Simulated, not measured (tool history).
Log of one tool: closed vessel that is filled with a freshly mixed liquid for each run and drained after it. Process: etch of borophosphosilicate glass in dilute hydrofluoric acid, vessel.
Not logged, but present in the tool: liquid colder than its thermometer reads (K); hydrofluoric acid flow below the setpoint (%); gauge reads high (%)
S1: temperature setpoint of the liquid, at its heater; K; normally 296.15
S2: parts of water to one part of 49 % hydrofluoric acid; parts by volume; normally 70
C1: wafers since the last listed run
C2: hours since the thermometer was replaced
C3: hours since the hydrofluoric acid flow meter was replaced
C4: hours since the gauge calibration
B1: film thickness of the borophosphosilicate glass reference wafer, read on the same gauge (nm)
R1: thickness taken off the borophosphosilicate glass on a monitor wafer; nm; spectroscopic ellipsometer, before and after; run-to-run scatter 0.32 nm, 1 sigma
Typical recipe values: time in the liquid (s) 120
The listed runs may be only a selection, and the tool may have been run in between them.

run 1 day=0 | S1=298.65 S2=70 time_in_the_liquid_(s)=120 | C1=0 C2=586.4 C3=492.5 C4=817.7 | B1=30.02 | R1=47.96
run 2 day=0.742 | S1=294.15 S2=70 time_in_the_liquid_(s)=120 | C1=2007 C2=604.2 C3=510.3 C4=835.5 | B1=30.01 | R1=39.78
run 3 day=1.383 | S1=294.15 S2=70 time_in_the_liquid_(s)=120 | C1=1736 C2=619.6 C3=525.7 C4=850.9 | B1=30.02 | R1=39.17
run 4 day=2.279 | S1=296.15 S2=85 time_in_the_liquid_(s)=120 | C1=2424 C2=641.1 C3=547.2 C4=872.4 | B1=30 | R1=34.59
run 5 day=3.308 | S1=296.15 S2=70 time_in_the_liquid_(s)=120 | C1=2785 C2=665.8 C3=571.9 C4=897.1 | B1=29.97 | R1=42.98
run 6 day=3.812 | S1=296.15 S2=70 time_in_the_liquid_(s)=120 | C1=1364 C2=677.9 C3=584 C4=909.2 | B1=30 | R1=42.8
run 7 day=4.462 | S1=296.15 S2=70 time_in_the_liquid_(s)=120 | C1=1758 C2=693.5 C3=599.6 C4=924.8 | B1=29.99 | R1=42.67
run 8 day=5.383 | S1=296.15 S2=100 time_in_the_liquid_(s)=120 | C1=2491 C2=715.6 C3=621.7 C4=946.9 | B1=30 | R1=28.36
run 9 day=6.596 | S1=296.15 S2=60 time_in_the_liquid_(s)=120 | C1=3281 C2=744.7 C3=650.8 C4=976 | B1=30.02 | R1=49.62
run 10 day=7.288 | S1=296.15 S2=60 time_in_the_liquid_(s)=120 | C1=1871 C2=761.3 C3=667.4 C4=992.6 | B1=30.01 | R1=49.83
-- day=8.354 hydrofluoric acid flow meter replaced
run 11 day=8.579 | S1=296.15 S2=60 time_in_the_liquid_(s)=120 | C1=3382 C2=792.3 C3=5.4 C4=1023.6 | B1=29.98 | R1=52.87
-- day=8.696 gauge calibrated
run 12 day=9.754 | S1=296.15 S2=70 time_in_the_liquid_(s)=120 | C1=3179 C2=820.5 C3=33.6 C4=25.4 | B1=30 | R1=43.98
run 13 day=10.775 | S1=296.15 S2=70 time_in_the_liquid_(s)=120 | C1=2762 C2=845 C3=58.1 C4=49.9 | B1=29.98 | R1=43.65
run 14 day=11.933 | S1=297.65 S2=55 time_in_the_liquid_(s)=90 | C1=3134 C2=872.8 C3=85.9 C4=77.7 | B1=30 | R1=45.19
run 15 day=12.858 | S1=296.15 S2=70 time_in_the_liquid_(s)=120 | C1=2503 C2=895 C3=108.1 C4=99.9 | B1=29.98 | R1=43.06
run 16 day=13.596 | S1=291.65 S2=85 time_in_the_liquid_(s)=120 | C1=1995 C2=912.7 C3=125.8 C4=117.6 | B1=30 | R1=29
-- day=14.046 thermometer replaced
run 17 day=15.092 | S1=301.15 S2=70 time_in_the_liquid_(s)=120 | C1=3935 C2=25.1 C3=161.7 C4=153.5 | B1=30 | R1=56.2
run 18 day=16.325 | S1=296.15 S2=40 time_in_the_liquid_(s)=65 | C1=3337 C2=54.7 C3=191.3 C4=183.1 | B1=29.98 | R1=45.48
run 19 day=17.054 | S1=297.65 S2=70 time_in_the_liquid_(s)=120 | C1=1973 C2=72.2 C3=208.8 C4=200.6 | B1=29.99 | R1=49
run 20 day=17.908 | S1=300.65 S2=70 time_in_the_liquid_(s)=75 | C1=2311 C2=92.7 C3=229.3 C4=221.1 | B1=29.97 | R1=34.62
run 21 day=19.225 | S1=296.15 S2=70 time_in_the_liquid_(s)=75 | C1=3563 C2=124.3 C3=260.9 C4=252.7 | B1=30.02 | R1=28.31
run 22 day=20.396 | S1=296.15 S2=70 time_in_the_liquid_(s)=120 | C1=3168 C2=152.4 C3=289 C4=280.8 | B1=30.02 | R1=46.08
run 23 day=21.388 | S1=292.65 S2=60 time_in_the_liquid_(s)=100 | C1=2683 C2=176.2 C3=312.8 C4=304.6 | B1=30 | R1=38.46
run 24 day=21.971 | S1=292.65 S2=95 time_in_the_liquid_(s)=80 | C1=1578 C2=190.2 C3=326.8 C4=318.6 | B1=30 | R1=18.32
run 25 day=22.904 | S1=298.65 S2=70 time_in_the_liquid_(s)=120 | C1=2525 C2=212.6 C3=349.2 C4=341 | B1=30 | R1=49.94
run 26 day=23.621 | S1=296.15 S2=70 time_in_the_liquid_(s)=70 | C1=1939 C2=229.8 C3=366.4 C4=358.2 | B1=29.97 | R1=26.36
run 27 day=24.842 | S1=296.15 S2=70 time_in_the_liquid_(s)=160 | C1=3303 C2=259.1 C3=395.7 C4=387.5 | B1=30.01 | R1=59.91
run 28 day=25.475 | S1=293.65 S2=60 time_in_the_liquid_(s)=145 | C1=1713 C2=274.3 C3=410.9 C4=402.7 | B1=29.97 | R1=56.37
run 29 day=28.167 | S1=298.15 S2=55 time_in_the_liquid_(s)=120 | C1=7283 C2=338.9 C3=475.5 C4=467.3 | B1=29.99 | R1=61.97
run 30 day=32.567 | S1=296.15 S2=95 time_in_the_liquid_(s)=120 | C1=11906 C2=444.5 C3=581.1 C4=572.9 | B1=29.98 | R1=31.13
run 31 day=34.004 | S1=292.15 S2=95 time_in_the_liquid_(s)=80 | C1=3889 C2=479 C3=615.6 C4=607.4 | B1=30 | R1=17.26
run 32 day=34.979 | S1=296.15 S2=40 time_in_the_liquid_(s)=65 | C1=2638 C2=502.4 C3=639 C4=630.8 | B1=30.01 | R1=42.19
run 33 day=37.896 | S1=296.15 S2=70 time_in_the_liquid_(s)=165 | C1=7892 C2=572.4 C3=709 C4=700.8 | B1=30 | R1=57.63

Table of differences, measured result less the result of that run with no hidden state. Run-to-run variation is the same in both. Gauge scatter possibly is not:
run=1 R1=-4.96
run=2 R1=-4.34
run=3 R1=-4.36
run=4 R1=-3.98
run=5 R1=-5.15
run=6 R1=-5.24
run=7 R1=-5.35
run=8 R1=-3.7
run=9 R1=-6.73
run=10 R1=-6.92
run=11 R1=-4.3
run=12 R1=-3.78
run=13 R1=-3.96
run=14 R1=-4.32
run=15 R1=-4.31
run=16 R1=-3.07
run=17 R1=-1.79
run=18 R1=-1.67
run=19 R1=-1.98
run=20 R1=-1.53
run=21 R1=-1.42
run=22 R1=-2.53
run=23 R1=-2.28
run=24 R1=-1.15
run=25 R1=-3.28
run=26 R1=-1.82
run=27 R1=-4.48
run=28 R1=-4.39
run=29 R1=-5.53
run=30 R1=-3.47
run=31 R1=-2.05
run=32 R1=-5.07
run=33 R1=-7.82
